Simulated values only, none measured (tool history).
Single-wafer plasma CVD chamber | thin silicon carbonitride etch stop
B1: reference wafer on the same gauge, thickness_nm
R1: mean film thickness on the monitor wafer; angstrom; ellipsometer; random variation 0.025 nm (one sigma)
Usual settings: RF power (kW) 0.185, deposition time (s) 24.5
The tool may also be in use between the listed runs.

{"run": 1, "hour": 0.0, "RF power (kW)": 0.185, "deposition time (s)": 24.5, "B1": 13.283, "R1": 129.55}
{"run": 2, "hour": 34.3, "RF power (kW)": 0.16, "deposition time (s)": 24.5, "B1": 13.311, "R1": 124.57}
{"run": 3, "hour": 68.5, "RF power (kW)": 0.16, "deposition time (s)": 24.5, "B1": 13.291, "R1": 124.63}
{"run": 4, "hour": 94.8, "RF power (kW)": 0.185, "deposition time (s)": 24.5, "B1": 13.305, "R1": 129.1}
{"run": 5, "hour": 112.8, "RF power (kW)": 0.185, "deposition time (s)": 24.5, "B1": 13.312, "R1": 128.87}
{"run": 6, "hour": 144.6, "RF power (kW)": 0.185, "deposition time (s)": 27.4, "B1": 13.284, "R1": 143.79}
{"run": 7, "hour": 166.7, "RF power (kW)": 0.185, "deposition time (s)": 21.1, "B1": 13.296, "R1": 110.81}
{"run": 8, "hour": 184.0, "RF power (kW)": 0.185, "deposition time (s)": 21.1, "B1": 13.291, "R1": 111.28}
{"hour": 195.3, "done": "gauge calibrated"}
{"run": 9, "hour": 230.6, "RF power (kW)": 0.15, "deposition time (s)": 22, "B1": 13.298, "R1": 109.54}
{"run": 10, "hour": 265.3, "RF power (kW)": 0.185, "deposition time (s)": 24.5, "B1": 13.293, "R1": 128.17}
{"run": 11, "hour": 297.0, "RF power (kW)": 0.185, "deposition time (s)": 24.5, "B1": 13.308, "R1": 128.32}
{"run": 12, "hour": 323.6, "RF power (kW)": 0.195, "deposition time (s)": 25.8, "B1": 13.303, "R1": 136.47}
{"run": 13, "hour": 341.7, "RF power (kW)": 0.195, "deposition time (s)": 19.7, "B1": 13.313, "R1": 104.39}
{"hour": 356.3, "done": "thermocouple changed; heater temperature recalibrated"}
{"run": 14, "hour": 427.7, "RF power (kW)": 0.165, "deposition time (s)": 27.3, "B1": 13.303, "R1": 138.29}
{"hour": 445.1, "done": "showerhead replaced"}
{"hour": 453.1, "done": "RF generator calibrated"}
{"run": 15, "hour": 459.8, "RF power (kW)": 0.15, "deposition time (s)": 28.7, "B1": 13.293, "R1": 145.87}
{"run": 16, "hour": 565.7, "RF power (kW)": 0.175, "deposition time (s)": 22.6, "B1": 13.302, "R1": 118.94}
{"run": 17, "hour": 579.9, "RF power (kW)": 0.185, "deposition time (s)": 24.5, "B1": 13.306, "R1": 130.81}

Forecast each of these 4 alternatives for the next run:
{"run": "A", "hour": 580.3, "RF power (kW)": 0.185, "deposition time (s)": 26.1, "B1": "?", "R1": "?"}
{"run": "B", "hour": 580.3, "RF power (kW)": 0.215, "deposition time (s)": 28.6, "B1": "?", "R1": "?"}
{"run": "C", "hour": 580.3, "RF power (kW)": 0.215, "deposition time (s)": 24.5, "B1": "?", "R1": "?"}
{"run": "D", "hour": 580.3, "RF power (kW)": 0.21, "deposition time (s)": 28.1, "B1": "?", "R1": "?"}

run=A B1=13.297 R1=139.04
run=B B1=13.297 R1=158.06
run=C B1=13.297 R1=135.4
run=D B1=13.297 R1=154.4
Without the tool's hidden state the same runs would have given:
run=A R1=139.4
run=B R1=158.47
run=C R1=135.75
run=D R1=154.79
